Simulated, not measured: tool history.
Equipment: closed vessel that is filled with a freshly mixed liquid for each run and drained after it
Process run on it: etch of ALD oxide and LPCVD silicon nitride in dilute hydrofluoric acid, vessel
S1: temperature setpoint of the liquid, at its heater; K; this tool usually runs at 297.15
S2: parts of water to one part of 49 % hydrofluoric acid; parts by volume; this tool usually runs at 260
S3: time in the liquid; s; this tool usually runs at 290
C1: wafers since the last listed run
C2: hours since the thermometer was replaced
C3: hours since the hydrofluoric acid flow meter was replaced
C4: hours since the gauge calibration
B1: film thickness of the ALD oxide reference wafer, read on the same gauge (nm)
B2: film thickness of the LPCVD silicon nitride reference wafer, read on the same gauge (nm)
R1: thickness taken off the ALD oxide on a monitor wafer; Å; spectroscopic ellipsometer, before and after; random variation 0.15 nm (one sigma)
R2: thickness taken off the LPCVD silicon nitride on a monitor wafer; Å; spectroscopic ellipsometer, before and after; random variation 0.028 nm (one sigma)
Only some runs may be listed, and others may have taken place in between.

run	day	S1	S2	S3	C1	C2	C3	C4	B1	B2	R1	R2
1	0	297.15	260	290	0	1741.3	2612.6	931.1	150.01	110.018	279.6	6.29
2	1.092	297.15	260	290	2445	1767.5	2638.8	957.3	150.01	110.053	281.7	6.84
# day 1.783: hydrofluoric acid flow meter replaced
3	2.104	293.15	260	290	2175	1791.8	7.7	981.6	150.01	110.006	246.9	4.47
4	2.996	293.15	260	290	1997	1813.2	29.1	1003	150.01	109.988	243.2	5.4
5	4.138	297.15	180	290	2557	1840.6	56.5	1030.4	150	110.046	444.2	9.01
6	5.458	297.15	260	290	2959	1872.3	88.2	1062.1	150.02	110.011	278.5	6.86
7	6.8	301.15	185	410	3005	1904.5	120.4	1094.3	149.99	109.972	706.4	16.93
8	8.2	300.15	260	290	3136	1938.1	154	1127.9	150.01	109.956	314.1	7.34
9	9.15	295.15	185	465	2128	1960.9	176.8	1150.7	149.98	110.028	639.3	11.77
10	9.917	293.65	135	290	1717	1979.3	195.2	1169.1	149.99	110.055	545.6	9.44
11	10.875	297.15	260	290	2147	2002.3	218.2	1192.1	150	109.989	280.6	5.91
12	11.625	297.15	260	290	1680	2020.3	236.2	1210.1	149.99	109.991	282.8	6.15
13	13.017	292.65	345	215	3117	2053.7	269.6	1243.5	149.99	110.069	125.3	2.9

The next listed run, before its measurement:
14	14.062	297.15	260	290	2343	2078.8	294.7	1268.6	?	?	?	?

{"run 14": {"B1": 150.01, "B2": 110.014, "R1": 283.7, "R2": 6.29}}
Without the tool's hidden state the same run would have given R1 261.5 Å, R2 5.46 Å.
